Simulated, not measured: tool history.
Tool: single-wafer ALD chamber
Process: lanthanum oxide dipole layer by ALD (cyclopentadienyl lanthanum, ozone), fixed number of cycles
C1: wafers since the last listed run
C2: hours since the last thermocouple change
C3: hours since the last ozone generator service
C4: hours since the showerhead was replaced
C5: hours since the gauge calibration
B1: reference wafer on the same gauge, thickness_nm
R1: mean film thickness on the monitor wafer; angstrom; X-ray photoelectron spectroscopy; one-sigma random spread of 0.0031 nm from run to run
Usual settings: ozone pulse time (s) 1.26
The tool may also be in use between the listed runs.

Run 1, hour 0: usual settings but ozone pulse time (s) 0.86; C1 0; C2 1208.6; C3 723.7; C4 4435.2; C5 558.1; B1 0.525. Result: R1 4.62 angstrom.
Run 2, hour 51.9: usual settings; C1 586; C2 1260.5; C3 775.6; C4 4487.1; C5 610; B1 0.525. Result: R1 5.19 angstrom.
Run 3, hour 119.3: usual settings but ozone pulse time (s) 1.48; C1 761; C2 1327.9; C3 843; C4 4554.5; C5 677.4; B1 0.525. Result: R1 5.41 angstrom.
At hour 225.2: showerhead replaced, of another model than before.
Run 4, hour 234: usual settings but ozone pulse time (s) 1.07; C1 1206; C2 1442.6; C3 957.7; C4 8.8; C5 792.1; B1 0.525. Result: R1 5.14 angstrom.
Run 5, hour 282.6: usual settings; C1 549; C2 1491.2; C3 1006.3; C4 57.4; C5 840.7; B1 0.524. Result: R1 5.26 angstrom.
At hour 294.2: ozone generator serviced.
Run 6, hour 307.2: usual settings; C1 187; C2 1515.8; C3 13; C4 82; C5 865.3; B1 0.524. Result: R1 5.33 angstrom.
Run 7, hour 333.8: usual settings; C1 300; C2 1542.4; C3 39.6; C4 108.6; C5 891.9; B1 0.525. Result: R1 5.33 angstrom.
Run 8, hour 371.4: usual settings; C1 424; C2 1580; C3 77.2; C4 146.2; C5 929.5; B1 0.525. Result: R1 5.32 angstrom.
Run 9, hour 407.4: usual settings; C1 406; C2 1616; C3 113.2; C4 182.2; C5 965.5; B1 0.525. Result: R1 5.33 angstrom.
Run 10, hour 455.9: usual settings; C1 548; C2 1664.5; C3 161.7; C4 230.7; C5 1014; B1 0.525. Result: R1 5.29 angstrom.
Run 11, hour 527.3: usual settings; C1 807; C2 1735.9; C3 233.1; C4 302.1; C5 1085.4; B1 0.524. Result: R1 5.34 angstrom.
Run 12, hour 556.5: usual settings; C1 330; C2 1765.1; C3 262.3; C4 331.3; C5 1114.6; B1 0.526. Result: R1 5.35 angstrom.
Run 13, hour 589.4: usual settings; C1 371; C2 1798; C3 295.2; C4 364.2; C5 1147.5; B1 0.525. Result: R1 5.37 angstrom.
Run 14, hour 624.2: usual settings; C1 393; C2 1832.8; C3 330; C4 399; C5 1182.3; B1 0.524. Result: R1 5.35 angstrom.
Run 15, hour 676.9: usual settings but ozone pulse time (s) 1.61; C1 595; C2 1885.5; C3 382.7; C4 451.7; C5 1235; B1 0.525. Result: R1 5.49 angstrom.
Run 16, hour 710.5: usual settings but ozone pulse time (s) 1.42; C1 379; C2 1919.1; C3 416.3; C4 485.3; C5 1268.6; B1 0.526. Result: R1 5.38 angstrom.
Run 17, hour 753.7: usual settings but ozone pulse time (s) 1.05; C1 488; C2 1962.3; C3 459.5; C4 528.5; C5 1311.8; B1 0.526. Result: R1 5.19 angstrom.
At hour 757.5: gauge calibrated.
Run 18, hour 891.9: usual settings; C1 1562; C2 2100.5; C3 597.7; C4 666.7; C5 134.4; B1 0.525. Result: R1 5.25 angstrom.
Run 19, hour 933: usual settings but ozone pulse time (s) 0.76; C1 464; C2 2141.6; C3 638.8; C4 707.8; C5 175.5; B1 0.524. Result: R1 4.89 angstrom.
At hour 973.9: thermocouple changed; heater temperature recalibrated.
Run 20, hour 974.4: usual settings; C1 377; C2 0.5; C3 680.2; C4 749.2; C5 216.9; B1 0.526. Result: R1 5.26 angstrom.
Run 21, hour 1005.7: usual settings but ozone pulse time (s) 1.56; C1 353; C2 31.8; C3 711.5; C4 780.5; C5 248.2; B1 0.524. Result: R1 5.4 angstrom.
Run 22, hour 1036.8: usual settings but ozone pulse time (s) 1.45; C1 351; C2 62.9; C3 742.6; C4 811.6; C5 279.3; B1 0.525. Result: R1 5.34 angstrom.
Run 23, hour 1093.9: usual settings but ozone pulse time (s) 1.55; C1 645; C2 120; C3 799.7; C4 868.7; C5 336.4; B1 0.524. Result: R1 5.44 angstrom.
Run 24, hour 1133.5: usual settings but ozone pulse time (s) 1.11; C1 447; C2 159.6; C3 839.3; C4 908.3; C5 376; B1 0.527. Result: R1 5.15 angstrom.
Run 25, hour 1158.7: usual settings but ozone pulse time (s) 1.1; C1 284; C2 184.8; C3 864.5; C4 933.5; C5 401.2; B1 0.525. Result: R1 5.14 angstrom.
Run 26, hour 1206.7: usual settings but ozone pulse time (s) 1.53; C1 542; C2 232.8; C3 912.5; C4 981.5; C5 449.2; B1 0.525. Result: R1 5.4 angstrom.
Run 27, hour 1259: usual settings but ozone pulse time (s) 0.84; C1 591; C2 285.1; C3 964.8; C4 1033.8; C5 501.5; B1 0.525. Result: R1 4.94 angstrom.
Run 28, hour 1301.9: usual settings but ozone pulse time (s) 1.73; C1 484; C2 328; C3 1007.7; C4 1076.7; C5 544.4; B1 0.526. Result: R1 5.41 angstrom.
Run 29, hour 1363.1: usual settings but ozone pulse time (s) 1.71; C1 691; C2 389.2; C3 1068.9; C4 1137.9; C5 605.6; B1 0.526. Result: R1 5.45 angstrom.
Run 30, hour 1413.8: usual settings; C1 573; C2 439.9; C3 1119.6; C4 1188.6; C5 656.3; B1 0.524. Result: R1 5.26 angstrom.
Run 31, hour 1471.6: usual settings but ozone pulse time (s) 0.85; C1 653; C2 497.7; C3 1177.4; C4 1246.4; C5 714.1; B1 0.526. Result: R1 4.91 angstrom.
Run 32, hour 1535.4: usual settings but ozone pulse time (s) 1.68; C1 721; C2 561.5; C3 1241.2; C4 1310.2; C5 777.9; B1 0.524. Result: R1 5.39 angstrom.
Run 33, hour 1583.6: usual settings but ozone pulse time (s) 0.97; C1 544; C2 609.7; C3 1289.4; C4 1358.4; C5 826.1; B1 0.525. Result: R1 4.99 angstrom.

Consider 5 possible next runs. They are alternatives, not a sequence: every one starts from the tool as it was left by run 33. What does each give?
Run A, hour 1584: usual settings; C1 4; C2 610.1; C3 1289.8; C4 1358.8; C5 826.5; B1 ?. Result: R1 ?.
Run B, hour 1584: usual settings but ozone pulse time (s) 1.46; C1 4; C2 610.1; C3 1289.8; C4 1358.8; C5 826.5; B1 ?. Result: R1 ?.
Run C, hour 1584: usual settings but ozone pulse time (s) 1.58; C1 4; C2 610.1; C3 1289.8; C4 1358.8; C5 826.5; B1 ?. Result: R1 ?.
Run D, hour 1584: usual settings but ozone pulse time (s) 1.41; C1 4; C2 610.1; C3 1289.8; C4 1358.8; C5 826.5; B1 ?. Result: R1 ?.
Run E, hour 1584: usual settings but ozone pulse time (s) 1.03; C1 4; C2 610.1; C3 1289.8; C4 1358.8; C5 826.5; B1 ?. Result: R1 ?.

run     B1    R1
  A  0.525  5.17
  B  0.525  5.29
  C  0.525  5.35
  D  0.525  5.26
  E  0.525  5.01
What these runs would have given with no unlogged condition in the tool:
run    R1
  A  5.34
  B  5.43
  C  5.48
  D  5.41
  E   5.2
